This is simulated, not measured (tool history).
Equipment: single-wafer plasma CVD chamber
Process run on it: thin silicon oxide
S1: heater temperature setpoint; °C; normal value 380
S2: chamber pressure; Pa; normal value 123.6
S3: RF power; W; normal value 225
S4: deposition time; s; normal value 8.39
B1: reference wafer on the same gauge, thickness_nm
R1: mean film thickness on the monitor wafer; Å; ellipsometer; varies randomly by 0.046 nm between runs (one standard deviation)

run	hour	S1	S2	S3	S4	B1	R1
1	0	380	123.6	225	8.39	16.719	164.68
2	6.2	380	123.6	225	8.39	16.717	164.83
3	20.3	380	123.6	225	9.51	16.706	185.65
4	28.6	380	123.6	225	9.51	16.707	187.07
5	42.5	380	123.6	225	9.51	16.698	186.11
6	52.6	380	123.6	225	8.39	16.701	164.27
7	68.3	380	123.6	225	8.39	16.705	163.04
# hour 76.9: gauge calibrated
8	82.5	380	123.6	225	8.39	16.722	164.13
9	93.5	380	123.6	225	8.39	16.689	164.93
10	100.9	380	142.4	225	7.21	16.679	156.92
11	107.4	380	123.6	210	8.39	16.709	157.2
# hour 125.2: showerhead replaced
12	125.7	380	123.6	210	8.39	16.691	157.11
# hour 135.8: capacitance manometer re-zeroed and calibrated
13	136.3	380	123.6	225	8.39	16.733	152.19
14	141.6	380	140	225	9.66	16.694	194.28
15	148	380	123.6	225	8.39	16.711	152.09
16	155.3	391	123.6	225	10.02	16.692	179.6
17	172.5	380	123.6	250	8.39	16.713	160.88
18	184	370	105.1	200	7.07	16.69	103.38
19	199.7	380	123.6	225	9.65	16.704	176.27
# hour 219.1: thermocouple changed; heater temperature recalibrated
# hour 228.8: RF generator calibrated
20	229.3	380	123.6	225	8.39	16.687	159.63
21	239	387	110.7	225	8.39	16.687	143.14
22	246.5	394	136.1	270	7.67	16.693	171.78
23	263.3	386	145.7	225	8.39	16.705	180.96
24	277.7	380	106.5	270	8.39	16.698	151.65
25	293.8	380	123.6	225	8.39	16.679	161.42
26	304.3	380	123.6	225	8.39	16.707	161.29
27	311	380	106.5	240	7.54	16.707	128.93
28	319.3	380	123.6	225	8.39	16.71	162.47

Consider 5 possible next runs. They are alternatives, not a sequence: every one starts from the tool as it was left by run 28. What does each give?
A	319.7	380	123.6	225	8.39	?	?
B	319.7	385	123.6	225	8.39	?	?
C	319.7	380	144.8	250	8.39	?	?
D	319.7	380	123.6	225	8.9	?	?
E	319.7	393	123.6	250	8.39	?	?

run	B1	R1
A	16.697	161.97
B	16.697	161.35
C	16.697	193.25
D	16.697	171.79
E	16.697	169.11
Without the tool's hidden state the same runs would have given:
run	R1
A	158.86
B	158.25
C	190.46
D	168.49
E	165.83
